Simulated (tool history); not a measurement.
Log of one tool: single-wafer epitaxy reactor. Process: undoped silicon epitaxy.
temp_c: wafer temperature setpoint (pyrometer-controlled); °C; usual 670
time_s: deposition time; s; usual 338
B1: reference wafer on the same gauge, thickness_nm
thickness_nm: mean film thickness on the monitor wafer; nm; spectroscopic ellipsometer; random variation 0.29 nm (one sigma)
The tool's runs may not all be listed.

Run 1, hour 0.0: usual settings but time_s 387 s; B1 87.650. Result: thickness_nm 95.319 nm.
Run 2, hour 22.6: usual settings; B1 87.485. Result: thickness_nm 83.184 nm.
Run 3, hour 44.4: usual settings; B1 87.721. Result: thickness_nm 83.227 nm.
Run 4, hour 74.5: usual settings; B1 87.588. Result: thickness_nm 83.112 nm.
Run 5, hour 101.2: usual settings; B1 87.579. Result: thickness_nm 83.660 nm.
Run 6, hour 126.7: usual settings; B1 87.721. Result: thickness_nm 83.763 nm.
Run 7, hour 140.9: usual settings but temp_c 663 °C; B1 87.537. Result: thickness_nm 73.318 nm.
Run 8, hour 163.3: usual settings but temp_c 663 °C; B1 87.577. Result: thickness_nm 72.889 nm.
Run 9, hour 176.3: usual settings but temp_c 663 °C; B1 87.496. Result: thickness_nm 73.160 nm.
Run 10, hour 199.9: usual settings; B1 87.393. Result: thickness_nm 83.589 nm.
Run 11, hour 215.6: usual settings; B1 87.673. Result: thickness_nm 83.389 nm.
Run 12, hour 246.6: usual settings; B1 87.592. Result: thickness_nm 83.176 nm.
Run 13, hour 275.6: usual settings; B1 87.617. Result: thickness_nm 83.352 nm.
Run 14, hour 293.0: usual settings but time_s 270 s; B1 87.673. Result: thickness_nm 66.409 nm.
Run 15, hour 315.8: usual settings but temp_c 679 °C; B1 87.685. Result: thickness_nm 97.827 nm.
Run 16, hour 330.5: usual settings but time_s 367 s; B1 87.579. Result: thickness_nm 90.546 nm.
Run 17, hour 345.4: usual settings but temp_c 681 °C, time_s 395 s; B1 87.607. Result: thickness_nm 118.842 nm.
Run 18, hour 373.9: usual settings but time_s 389 s; B1 87.609. Result: thickness_nm 96.282 nm.
Run 19, hour 393.2: usual settings but temp_c 664 °C, time_s 320 s; B1 87.767. Result: thickness_nm 70.664 nm.
Run 20, hour 412.7: usual settings but temp_c 684 °C, time_s 294 s; B1 87.639. Result: thickness_nm 93.321 nm.
Run 21, hour 446.6: usual settings; B1 87.578. Result: thickness_nm 83.530 nm.
Run 22, hour 472.7: usual settings but temp_c 679 °C, time_s 402 s; B1 87.727. Result: thickness_nm 116.645 nm.
Run 23, hour 508.6: usual settings; B1 87.528. Result: thickness_nm 83.555 nm.
Run 24, hour 522.6: usual settings; B1 87.682. Result: thickness_nm 83.329 nm.
Run 25, hour 552.0: usual settings; B1 87.600. Result: thickness_nm 83.278 nm.
Run 26, hour 584.6: usual settings but time_s 276 s; B1 87.649. Result: thickness_nm 68.071 nm.

Not shown: 2 entries that the log had between the listed runs. Between which runs, and how does the tool's hidden state differ before and after?
Between runs 13 and 14: pyrometer calibrated (hour 287.1)
  no hidden state differs between the two runs
Between runs 20 and 21: gauge calibrated (hour 429.9)
  no hidden state differs between the two runs
